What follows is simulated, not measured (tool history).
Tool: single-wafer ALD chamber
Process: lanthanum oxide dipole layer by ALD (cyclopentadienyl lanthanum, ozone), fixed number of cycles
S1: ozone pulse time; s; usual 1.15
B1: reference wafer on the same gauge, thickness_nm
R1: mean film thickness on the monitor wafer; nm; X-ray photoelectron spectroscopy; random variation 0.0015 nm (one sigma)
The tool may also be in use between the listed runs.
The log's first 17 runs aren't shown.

{"run": 18, "hour": 1417.8, "S1": 1.57, "B1": 0.581, "R1": 0.542}
{"run": 19, "hour": 1497.0, "S1": 0.7, "B1": 0.581, "R1": 0.483}
{"hour": 1533.2, "done": "ozone generator serviced"}
{"run": 20, "hour": 1561.2, "S1": 1.15, "B1": 0.581, "R1": 0.529}
{"run": 21, "hour": 1650.3, "S1": 1.5, "B1": 0.581, "R1": 0.546}
{"run": 22, "hour": 1731.9, "S1": 1.34, "B1": 0.58, "R1": 0.535}
{"run": 23, "hour": 1799.4, "S1": 1.15, "B1": 0.581, "R1": 0.524}
{"run": 24, "hour": 1881.4, "S1": 1.32, "B1": 0.581, "R1": 0.532}
{"run": 25, "hour": 1925.0, "S1": 0.88, "B1": 0.581, "R1": 0.502}
{"run": 26, "hour": 1987.0, "S1": 1.61, "B1": 0.581, "R1": 0.552}
{"run": 27, "hour": 2060.4, "S1": 1.15, "B1": 0.581, "R1": 0.524}

Forecast run 28:
{"run": 28, "hour": 2106.9, "S1": 1.46, "B1": "?", "R1": "?"}

Run 28 gave B1 0.581, R1 0.544 nm.
Without the tool's hidden state the same run would have given R1 0.550 nm.
